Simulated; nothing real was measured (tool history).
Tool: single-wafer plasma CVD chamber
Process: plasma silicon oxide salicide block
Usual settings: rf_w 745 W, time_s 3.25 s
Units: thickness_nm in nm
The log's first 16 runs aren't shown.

run	day	rf_w	time_s	read-back reference wafer on the same gauge, thickness_nm	thickness_nm
17	16.446	865	3.49	40.485	41.958
18	17.792	830	3.25	40.513	38.909
19	19.221	680	3.66	40.479	42.388
# day 19.833: gauge calibrated
20	20.508	745	3.25	40.486	37.860
# day 21.617: showerhead replaced
21	21.942	745	3.25	40.544	38.038
22	23.317	825	3.59	40.493	42.833
23	24.100	745	3.60	40.491	42.046
24	25.242	745	2.63	40.504	30.708
25	26.467	745	3.25	40.515	38.004
26	27.767	745	3.25	40.505	38.062
27	28.529	745	3.25	40.538	37.790
28	29.875	745	3.87	40.510	45.103
29	31.204	745	3.85	40.505	44.826
30	32.096	800	3.25	40.499	38.441

3 ways to go on from here, each from the tool as it stands after run 30. What would each give?
A	32.112	745	3.25	?	?
B	32.112	885	2.93	?	?
C	32.112	855	3.60	?	?

run	read-back reference wafer on the same gauge, thickness_nm	thickness_nm
A	40.486	37.877
B	40.486	35.208
C	40.486	42.987
Without the tool's hidden state the same runs would have given:
run	thickness_nm
A	38.297
B	35.598
C	43.464

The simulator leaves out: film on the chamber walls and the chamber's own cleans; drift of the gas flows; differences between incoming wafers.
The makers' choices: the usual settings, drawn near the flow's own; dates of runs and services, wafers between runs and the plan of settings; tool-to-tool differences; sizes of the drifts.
